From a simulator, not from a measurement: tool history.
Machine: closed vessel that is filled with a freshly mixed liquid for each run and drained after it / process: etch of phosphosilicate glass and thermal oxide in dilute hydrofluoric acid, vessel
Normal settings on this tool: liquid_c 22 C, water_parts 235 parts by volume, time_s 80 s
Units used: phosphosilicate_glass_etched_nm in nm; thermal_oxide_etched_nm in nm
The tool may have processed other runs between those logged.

run     day  liquid_c  water_parts  time_s  wafers since the last listed run  hours since the thermometer was replaced  hours since the hydrofluoric acid flow meter was replaced  hours since the gauge calibration  read-back film thickness of the phosphosilicate glass reference wafer, read on the same gauge (nm)  read-back film thickness of the thermal oxide reference wafer, read on the same gauge (nm)  phosphosilicate_glass_etched_nm  thermal_oxide_etched_nm
  1       0        22          235      80                                 0                                    2201.1                                                     1333.7                              366.9                                                                                              120.05                                                                                      79.944                             18.3                    1.565
  2   0.388        22          235      80                              1151                                    2210.4                                                       1343                              376.2                                                                                              119.98                                                                                      79.999                            18.52                    1.539
  3   1.012        22          260      80                              1856                                    2225.4                                                       1358                              391.2                                                                                              119.99                                                                                      80.024                            16.02                    1.362
  4   1.296        22          180     120                               841                                    2232.2                                                     1364.8                                398                                                                                              119.98                                                                                      80.003                            38.02                    3.187
      1.767  -- gauge calibrated
  5   1.775        22          180     120                              1423                                    2243.7                                                     1376.3                                0.2                                                                                              119.97                                                                                       79.99                             38.7                    3.194
        2.4  -- thermometer replaced
  6   2.521        22          235      80                              2092                                       2.9                                                     1394.2                               18.1                                                                                              120.02                                                                                      79.963                            18.24                    1.541
  7   2.862        22          235      80                              1015                                      11.1                                                     1402.4                               26.3                                                                                              119.95                                                                                      80.021                             18.3                    1.532
  8   3.329        22          235      80                              1386                                      22.3                                                     1413.6                               37.5                                                                                              119.99                                                                                      79.994                            18.43                    1.571
  9   4.071        22          350      80                              2203                                      40.1                                                     1431.4                               55.3                                                                                              119.96                                                                                      80.014                            11.07                    0.917
 10     4.8        22          235      80                              2166                                      57.6                                                     1448.9                               72.8                                                                                              120.06                                                                                      80.058                            18.35                    1.531
      4.858  -- hydrofluoric acid flow meter replaced
 11   5.438        26          335     120                              1770                                      72.9                                                       13.9                               88.1                                                                                              119.96                                                                                      79.951                            22.23                    1.861
 12   5.825      17.5          175     120                              1151                                      82.2                                                       23.2                               97.4                                                                                              119.96                                                                                      79.986                            35.12                     2.87
 13   6.554        22          235      80                              2166                                      99.7                                                       40.7                              114.9                                                                                              119.98                                                                                      79.963                            19.61                    1.689
 14   6.838        19          120     115                               841                                     106.5                                                       47.5                              121.7                                                                                                 120                                                                                      80.034                            55.26                    4.725
 15   8.992        26          160      80                              6400                                     158.2                                                       99.2                              173.4                                                                                              119.99                                                                                      79.988                            36.96                    3.111
 16   9.396        22          235      80                              1200                                     167.9                                                      108.9                              183.1                                                                                              120.01                                                                                      79.991                             19.9                    1.686
      9.442  -- hydrofluoric acid flow meter replaced, repeated, since the last time left the tool worse
 17  10.058        19          280      45                              1844                                     183.8                                                       14.8                                199                                                                                              119.95                                                                                      79.994                             6.99                    0.553
 18  10.571        22          145      80                              1522                                     196.1                                                       27.1                              211.3                                                                                              119.98                                                                                      80.007                            29.94                    2.473
 19  11.225        22          235     120                              1943                                     211.8                                                       42.8                                227                                                                                              120.05                                                                                      79.975                            25.47                     2.14
 20  11.946        19          195      45                              2141                                     229.1                                                       60.1                              244.3                                                                                              120.02                                                                                      80.026                            10.54                    0.898
 21  12.458      26.5          150      50                              1522                                     241.4                                                       72.4                              256.6                                                                                              120.05                                                                                      79.995                            21.82                     1.81
 22      13        22          310      80                              1609                                     254.4                                                       85.4                              269.6                                                                                              119.93                                                                                      79.933                            12.05                    1.012
 23  13.408        22          235      80                              1213                                     264.2                                                       95.2                              279.4                                                                                              120.05                                                                                      80.024                            16.92                    1.434
 24  13.833        22          235      80                              1262                                     274.4                                                      105.4                              289.6                                                                                              119.96                                                                                      79.963                            17.09                    1.419
 25  14.462        22          235      45                              1869                                     289.5                                                      120.5                              304.7                                                                                              119.96                                                                                      80.033                             9.56                    0.792

Each row is a separate what-if for the run after 25, all from the same tool condition, not one after another. Results?
  A  14.492      24.5          235      80                                86                                     290.2                                                      121.2                              305.4                                                                                                   ?                                                                                           ?                                ?                        ?
  B  14.492      17.5          180      50                                86                                     290.2                                                      121.2                              305.4                                                                                                   ?                                                                                           ?                                ?                        ?
  C  14.492        25          135      50                                86                                     290.2                                                      121.2                              305.4                                                                                                   ?                                                                                           ?                                ?                        ?
  D  14.492        22          195      80                                86                                     290.2                                                      121.2                              305.4                                                                                                   ?                                                                                           ?                                ?                        ?

run  read-back film thickness of the phosphosilicate glass reference wafer, read on the same gauge (nm)  read-back film thickness of the thermal oxide reference wafer, read on the same gauge (nm)  phosphosilicate_glass_etched_nm  thermal_oxide_etched_nm
  A                                                                                              120.04                                                                                      79.983                            18.75                    1.597
  B                                                                                              120.04                                                                                      79.983                            12.37                    1.054
  C                                                                                              120.04                                                                                      79.983                            23.21                    1.977
  D                                                                                              120.04                                                                                      79.983                            21.47                    1.829
With no hidden state in the tool, these same runs would have given:
run  phosphosilicate_glass_etched_nm  thermal_oxide_etched_nm
  A                            18.48                    1.574
  B                            12.21                     1.04
  C                             22.9                     1.95
  D                            21.17                    1.803
